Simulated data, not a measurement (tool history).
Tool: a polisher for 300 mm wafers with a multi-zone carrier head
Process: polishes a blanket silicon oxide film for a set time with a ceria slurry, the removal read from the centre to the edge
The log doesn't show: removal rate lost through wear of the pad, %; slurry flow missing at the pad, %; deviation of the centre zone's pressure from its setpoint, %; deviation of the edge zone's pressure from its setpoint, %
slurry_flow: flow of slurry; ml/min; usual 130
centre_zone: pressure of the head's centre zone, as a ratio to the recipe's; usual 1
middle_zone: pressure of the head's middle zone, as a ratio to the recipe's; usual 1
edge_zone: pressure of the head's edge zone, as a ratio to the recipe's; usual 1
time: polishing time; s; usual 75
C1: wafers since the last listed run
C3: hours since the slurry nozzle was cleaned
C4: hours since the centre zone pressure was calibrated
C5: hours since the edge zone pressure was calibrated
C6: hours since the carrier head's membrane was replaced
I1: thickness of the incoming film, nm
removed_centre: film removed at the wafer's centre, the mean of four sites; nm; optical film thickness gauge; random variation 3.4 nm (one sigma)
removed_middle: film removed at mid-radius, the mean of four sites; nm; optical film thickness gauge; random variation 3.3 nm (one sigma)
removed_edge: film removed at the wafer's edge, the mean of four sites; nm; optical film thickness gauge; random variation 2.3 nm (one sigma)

{"run": 1, "hour": 0.0, "slurry_flow": 130, "centre_zone": 1, "middle_zone": 1, "edge_zone": 1, "time": 89, "C1": 0, "wafers polished on this pad": 807, "C3": 474.5, "C4": 928.3, "C5": 385.4, "C6": 271.1, "I1": 1753.6, "removed_centre": 371.2, "removed_middle": 347.3, "removed_edge": 373.9}
{"hour": 10.2, "done": "worn pad replaced by a new one"}
{"run": 2, "hour": 35.9, "slurry_flow": 150, "centre_zone": 1, "middle_zone": 1, "edge_zone": 1, "time": 75, "C1": 374, "wafers polished on this pad": 302, "C3": 510.4, "C4": 964.2, "C5": 421.3, "C6": 307, "I1": 1752.8, "removed_centre": 346.8, "removed_middle": 323.8, "removed_edge": 344.5}
{"run": 3, "hour": 62.1, "slurry_flow": 150, "centre_zone": 1, "middle_zone": 1, "edge_zone": 1, "time": 75, "C1": 307, "wafers polished on this pad": 609, "C3": 536.6, "C4": 990.4, "C5": 447.5, "C6": 333.2, "I1": 1734.6, "removed_centre": 330.1, "removed_middle": 306.5, "removed_edge": 328.4}
{"run": 4, "hour": 87.3, "slurry_flow": 150, "centre_zone": 1, "middle_zone": 1, "edge_zone": 1, "time": 75, "C1": 295, "wafers polished on this pad": 905, "C3": 561.8, "C4": 1015.6, "C5": 472.7, "C6": 358.4, "I1": 1742.3, "removed_centre": 316.1, "removed_middle": 298.2, "removed_edge": 315.1}
{"hour": 102.8, "done": "worn pad replaced by a new one"}
{"run": 5, "hour": 103.3, "slurry_flow": 130, "centre_zone": 1, "middle_zone": 1.06, "edge_zone": 1, "time": 75, "C1": 140, "wafers polished on this pad": 5, "C3": 577.8, "C4": 1031.6, "C5": 488.7, "C6": 374.4, "I1": 1736, "removed_centre": 337.9, "removed_middle": 336, "removed_edge": 339.4}
{"run": 6, "hour": 118.5, "slurry_flow": 130, "centre_zone": 1, "middle_zone": 1.06, "edge_zone": 1, "time": 75, "C1": 178, "wafers polished on this pad": 184, "C3": 593, "C4": 1046.8, "C5": 503.9, "C6": 389.6, "I1": 1729.8, "removed_centre": 331.8, "removed_middle": 329.2, "removed_edge": 337.2}
{"run": 7, "hour": 140.1, "slurry_flow": 130, "centre_zone": 1, "middle_zone": 1.06, "edge_zone": 1, "time": 75, "C1": 253, "wafers polished on this pad": 437, "C3": 614.6, "C4": 1068.4, "C5": 525.5, "C6": 411.2, "I1": 1746.3, "removed_centre": 320.4, "removed_middle": 316.3, "removed_edge": 323.6}
{"hour": 166.3, "done": "slurry nozzle cleaned"}
{"run": 8, "hour": 166.8, "slurry_flow": 130, "centre_zone": 0.93, "middle_zone": 1, "edge_zone": 1, "time": 100, "C1": 301, "wafers polished on this pad": 739, "C3": 0.5, "C4": 1095.1, "C5": 552.2, "C6": 437.9, "I1": 1722.4, "removed_centre": 423.3, "removed_middle": 427, "removed_edge": 441.8}
{"hour": 175.6, "done": "centre zone pressure recalibrated"}
{"run": 9, "hour": 182.4, "slurry_flow": 130, "centre_zone": 0.91, "middle_zone": 1.11, "edge_zone": 1, "time": 75, "C1": 159, "wafers polished on this pad": 898, "C3": 16.1, "C4": 6.8, "C5": 567.8, "C6": 453.5, "I1": 1733.8, "removed_centre": 303.3, "removed_middle": 341.8, "removed_edge": 320.1}
{"hour": 190.6, "done": "edge zone pressure recalibrated"}
{"hour": 194.1, "done": "worn pad replaced by a new one"}
{"run": 10, "hour": 197.7, "slurry_flow": 130, "centre_zone": 1, "middle_zone": 1, "edge_zone": 1, "time": 75, "C1": 114, "wafers polished on this pad": 41, "C3": 31.4, "C4": 22.1, "C5": 7.1, "C6": 468.8, "I1": 1753, "removed_centre": 359.3, "removed_middle": 331.7, "removed_edge": 353.7}
{"hour": 205.8, "done": "carrier head's membrane replaced by a new one"}
{"run": 11, "hour": 219.9, "slurry_flow": 130, "centre_zone": 1, "middle_zone": 1, "edge_zone": 1, "time": 75, "C1": 201, "wafers polished on this pad": 243, "C3": 53.6, "C4": 44.3, "C5": 29.3, "C6": 14.1, "I1": 1721.3, "removed_centre": 346.3, "removed_middle": 323.9, "removed_edge": 340.9}
{"run": 12, "hour": 234.7, "slurry_flow": 160, "centre_zone": 1, "middle_zone": 1.06, "edge_zone": 1, "time": 96, "C1": 173, "wafers polished on this pad": 417, "C3": 68.4, "C4": 59.1, "C5": 44.1, "C6": 28.9, "I1": 1729.1, "removed_centre": 452.9, "removed_middle": 438.7, "removed_edge": 430.2}
{"run": 13, "hour": 257.3, "slurry_flow": 130, "centre_zone": 0.94, "middle_zone": 1, "edge_zone": 0.89, "time": 75, "C1": 265, "wafers polished on this pad": 682, "C3": 91, "C4": 81.7, "C5": 66.7, "C6": 51.5, "I1": 1739.9, "removed_centre": 311.4, "removed_middle": 308.9, "removed_edge": 307.3}
{"hour": 269.6, "done": "worn pad replaced by a new one"}
{"run": 14, "hour": 273.5, "slurry_flow": 130, "centre_zone": 1, "middle_zone": 0.96, "edge_zone": 1, "time": 75, "C1": 143, "wafers polished on this pad": 46, "C3": 107.2, "C4": 97.9, "C5": 82.9, "C6": 67.7, "I1": 1742.1, "removed_centre": 356.5, "removed_middle": 323.4, "removed_edge": 358}

Hidden state at the last listed run before each entry between runs and at the first one after, where it differs:
Between runs 1 and 2: worn pad replaced by a new one (hour 10.2)
  removal rate lost through wear of the pad, %: 9.85 -> 3.42; slurry flow missing at the pad, %: 26.4 -> 28.4
  measured less the result without the state, removed_centre: -71.6 -> -38.5 nm; removed_middle: -63.1 -> -32.8 nm; removed_edge: -59.4 -> -28 nm
Between runs 4 and 5: worn pad replaced by a new one (hour 102.8)
  removal rate lost through wear of the pad, %: 9.93 -> 0.114; slurry flow missing at the pad, %: 31.2 -> 32.1
  measured less the result without the state, removed_centre: -64.1 -> -33.8 nm; removed_middle: -56.9 -> -29.1 nm; removed_edge: -52.4 -> -20 nm
Between runs 7 and 8: slurry nozzle cleaned (hour 166.3)
  removal rate lost through wear of the pad, %: 4.78 -> 8.16; slurry flow missing at the pad, %: 34.1 -> 1.02
  measured less the result without the state, removed_centre: -52.4 -> -38.6 nm; removed_middle: -46.7 -> -38.8 nm; removed_edge: -37.6 -> -39.9 nm
Between runs 8 and 9: centre zone pressure recalibrated (hour 175.6)
  removal rate lost through wear of the pad, %: 8.16 -> 10.1; slurry flow missing at the pad, %: 1.02 -> 1.88
  measured less the result without the state, removed_centre: -38.6 -> -35.5 nm; removed_middle: -38.8 -> -39.9 nm; removed_edge: -39.9 -> -37 nm
Between runs 9 and 10: edge zone pressure recalibrated (hour 190.6); worn pad replaced by a new one (hour 194.1)
  removal rate lost through wear of the pad, %: 10.1 -> 2.6; slurry flow missing at the pad, %: 1.88 -> 2.72
  measured less the result without the state, removed_centre: -35.5 -> -11.8 nm; removed_middle: -39.9 -> -10.6 nm; removed_edge: -37 -> -10.8 nm
Between runs 10 and 11: carrier head's membrane replaced by a new one (hour 205.8)
  removal rate lost through wear of the pad, %: 2.6 -> 5.41; slurry flow missing at the pad, %: 2.72 -> 3.94
  measured less the result without the state, removed_centre: -11.8 -> -23 nm; removed_middle: -10.6 -> -21.1 nm; removed_edge: -10.8 -> -21.4 nm
Between runs 13 and 14: worn pad replaced by a new one (hour 269.6)
  removal rate lost through wear of the pad, %: 10.2 -> 1.38; slurry flow missing at the pad, %: 5.99 -> 6.88
  measured less the result without the state, removed_centre: -39.9 -> -10.7 nm; removed_middle: -39 -> -9 nm; removed_edge: -37.6 -> -8.5 nm
